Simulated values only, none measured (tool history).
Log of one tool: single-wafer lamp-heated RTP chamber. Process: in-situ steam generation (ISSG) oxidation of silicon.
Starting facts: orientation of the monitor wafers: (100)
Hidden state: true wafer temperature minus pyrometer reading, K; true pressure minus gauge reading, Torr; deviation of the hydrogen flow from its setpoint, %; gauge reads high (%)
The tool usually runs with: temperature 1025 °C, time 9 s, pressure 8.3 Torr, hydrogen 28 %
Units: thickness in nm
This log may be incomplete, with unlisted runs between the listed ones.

run    hour  temperature  time  pressure  hydrogen  wafers since the last listed run  wafers since the last pyrometer calibration  hours since the pressure gauge was zeroed  hours since the hydrogen flow controller was replaced  hours since the gauge calibration  read-back reference wafer on the same gauge, thickness  thickness
  1     0.0         1025     9       8.3        28                                 0                                         5442                                     2822.6                                                 1604.1                              600.4                                                   4.351      4.552
       28.3  -- pyrometer window cleaned and pyrometer calibrated
  2    99.3         1025     9       8.3        28                               812                                          631                                     2921.9                                                 1703.4                              699.7                                                   4.353      4.409
  3   160.7         1025     9       7.8        28                               546                                         1177                                     2983.3                                                 1764.8                              761.1                                                   4.350      4.440
  4   267.9         1025     9       7.8        28                               954                                         2131                                     3090.5                                                 1872.0                              868.3                                                   4.354      4.427
  5   374.1         1009     9       7.3        28                               945                                         3077                                     3196.7                                                 1978.2                              974.5                                                   4.350      4.192
  6   444.7         1009     9       7.3        28                               628                                         3705                                     3267.3                                                 2048.8                             1045.1                                                   4.350      4.249
  7   552.7         1025     9       8.3        28                               961                                         4666                                     3375.3                                                 2156.8                             1153.1                                                   4.347      4.506
      610.3  -- pyrometer window cleaned and pyrometer calibrated
  8   657.1         1025     9       7.2        28                               857                                          416                                     3479.7                                                 2261.2                             1257.5                                                   4.351      4.431
  9   749.7         1025     9       7.2        28                               824                                         1240                                     3572.3                                                 2353.8                             1350.1                                                   4.347      4.430
      769.3  -- pressure gauge zeroed
 10   821.6         1025     9       8.3        28                               568                                         1809                                       52.3                                                 2425.7                             1422.0                                                   4.353      4.448
 11   922.0         1025     9       8.3        28                               893                                         2702                                      152.7                                                 2526.1                             1522.4                                                   4.352      4.434
 12  1021.0         1025     9       8.3        32                               881                                         3584                                      251.7                                                 2625.1                             1621.4                                                   4.355      4.662
 13  1097.1         1025     9       8.3        28                               677                                         4261                                      327.8                                                 2701.2                             1697.5                                                   4.350      4.497
     1140.9  -- hydrogen flow controller replaced
 14  1154.0         1025     9       8.3        28                               435                                         4696                                      384.7                                                   13.1                             1754.4                                                   4.352      4.555
 15  1246.5         1025     9       8.3        28                               823                                         5519                                      477.2                                                  105.6                             1846.9                                                   4.348      4.576
     1282.4  -- pyrometer window cleaned and pyrometer calibrated
 16  1332.7         1025     9       8.3        28                               695                                          447                                      563.4                                                  191.8                             1933.1                                                   4.349      4.414
 17  1406.8         1025     9       9.0        28                               659                                         1106                                      637.5                                                  265.9                             2007.2                                                   4.351      4.334
 18  1486.4         1035     8       8.3        32                               708                                         1815                                      717.1                                                  345.5                             2086.8                                                   4.346      4.528
 19  1545.5         1025     9       6.9        23                               525                                         2341                                      776.2                                                  404.6                             2145.9                                                   4.355      4.194
 20  1589.5         1041     9       8.3        20                               391                                         2732                                      820.2                                                  448.6                             2189.9                                                   4.355      4.318
 21  1677.0         1031     6       7.5        28                               778                                         3511                                      907.7                                                  536.1                             2277.4                                                   4.352      3.848
 22  1765.2         1025     9       8.3        28                               784                                         4296                                      995.9                                                  624.3                             2365.6                                                   4.350      4.490
 23  1856.1         1025    12       8.3        28                               808                                         5105                                     1086.8                                                  715.2                             2456.5                                                   4.349      5.138
 24  1941.7         1025     9       8.3        28                               761                                         5867                                     1172.4                                                  800.8                             2542.1                                                   4.351      4.551
     1984.0  -- pyrometer window cleaned and pyrometer calibrated
     2036.8  -- gauge calibrated
 25  2040.9         1025    11       7.6        28                               811                                          506                                     1271.6                                                  900.0                                4.1                                                   4.351      4.845
 26  2141.1         1018    11       9.8        32                               891                                         1398                                     1371.8                                                 1000.2                              104.3                                                   4.348      4.754
 27  2234.8         1034     9       7.7        32                               833                                         2232                                     1465.5                                                 1093.9                              198.0                                                   4.351      4.809
 28  2296.7         1009    12       8.9        32                               550                                         2782                                     1527.4                                                 1155.8                              259.9                                                   4.351      4.854
 29  2404.7         1025     9       8.3        24                               961                                         3744                                     1635.4                                                 1263.8                              367.9                                                   4.349      4.300
 30  2468.9         1025     9       8.3        28                               571                                         4315                                     1699.6                                                 1328.0                              432.1                                                   4.351      4.521
     2552.6  -- pyrometer window cleaned and pyrometer calibrated
 31  2573.3         1025     9       8.3        28                               857                                          183                                     1804.0                                                 1432.4                              536.5                                                   4.350      4.403
 32  2639.2         1025     9       7.4        28                               586                                          770                                     1869.9                                                 1498.3                              602.4                                                   4.346      4.435

Table of differences, measured result less the result of that run with no hidden state. Run-to-run variation is the same in both. Gauge scatter possibly is not:
run  thickness
  1     +0.170
  2     +0.007
  3     +0.011
  4     +0.027
  5     +0.043
  6     +0.062
  7     +0.115
  8     +0.008
  9     +0.015
 10     +0.024
 11     +0.044
 12     +0.076
 13     +0.101
 14     +0.126
 15     +0.171
 16     +0.003
 17     +0.009
 18     +0.020
 19     +0.028
 20     +0.042
 21     +0.049
 22     +0.095
 23     +0.168
 24     +0.178
 25     +0.016
 26     +0.024
 27     +0.042
 28     +0.054
 29     +0.078
 30     +0.106
 31     +0.018
 32     +0.021
